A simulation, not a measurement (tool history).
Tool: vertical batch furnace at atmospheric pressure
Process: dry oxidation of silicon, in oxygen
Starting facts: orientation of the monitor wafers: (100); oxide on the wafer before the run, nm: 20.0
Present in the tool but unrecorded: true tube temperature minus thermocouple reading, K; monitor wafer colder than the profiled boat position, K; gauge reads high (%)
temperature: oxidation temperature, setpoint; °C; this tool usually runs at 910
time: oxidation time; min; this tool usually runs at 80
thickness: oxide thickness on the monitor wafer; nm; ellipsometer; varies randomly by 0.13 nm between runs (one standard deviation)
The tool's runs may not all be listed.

run    hour  temperature   time  wafers since the last listed run  hours since the last temperature calibration  hours since the boat lift was adjusted  hours since the gauge calibration  read-back reference wafer on the same gauge, thickness  thickness
  1       0          910     80                                 0                                        4358.6                                  3511.6                             1276.9                                                   44.89      39.26
  2   108.4          910     80                               964                                          4467                                    3620                             1385.3                                                   44.96      39.17
  3   172.2          910     80                               567                                        4530.8                                  3683.8                             1449.1                                                   44.89      39.18
  4   216.2          910     80                               391                                        4574.8                                  3727.8                             1493.1                                                   44.92       39.3
  5   264.9          910     80                               433                                        4623.5                                  3776.5                             1541.8                                                   44.86      39.41
  6   336.4          910     80                               635                                          4695                                    3848                             1613.3                                                   44.92       39.3
  7   389.7          910   53.5                               474                                        4748.3                                  3901.3                             1666.6                                                   44.87      33.56
  8   418.2          910   53.5                               253                                        4776.8                                  3929.8                             1695.1                                                   44.91      33.77
      476.6  -- gauge calibrated
  9     478          918     80                               531                                        4836.6                                  3989.6                                1.4                                                   44.88       41.5
 10     528          918     80                               444                                        4886.6                                  4039.6                               51.4                                                   44.94      41.43
 11     598          891     80                               622                                        4956.6                                  4109.6                              121.4                                                    44.9      35.18
 12   629.2          910     80                               277                                        4987.8                                  4140.8                              152.6                                                   44.92      39.38
 13   681.7          910     80                               466                                        5040.3                                  4193.3                              205.1                                                   44.88       39.5
        723  -- thermocouples replaced and temperature profile calibrated
 14   723.5          910     80                               158                                           0.5                                  4235.1                              246.9                                                   44.91      38.08
 15   771.5          900    118                               426                                          48.5                                  4283.1                              294.9                                                   44.92      42.37
 16   842.6          910     80                               632                                         119.6                                  4354.2                                366                                                   44.95      38.18
 17   890.1          910     80                               422                                         167.1                                  4401.7                              413.5                                                    44.9      38.36
 18   937.6          891   61.5                               422                                         214.6                                  4449.2                                461                                                   44.91      31.53
 19  1007.9          910     80                               625                                         284.9                                  4519.5                              531.3                                                   44.89      38.16
 20  1075.4          935  105.5                               600                                         352.4                                    4587                              598.8                                                   44.91      52.08
 21  1103.7          899  105.5                               251                                         380.7                                  4615.3                              627.1                                                   44.89      40.25

Run 22 has not been measured yet. What should we expect?
 22  1147.9          910    80                               393                                         424.9                                  4659.5                              671.3                                                       ?          ?

read-back reference wafer on the same gauge, thickness: 44.87
thickness: 38.29 nm
The same run, on a tool lacking any hidden state, would have yielded thickness 37.98 nm.
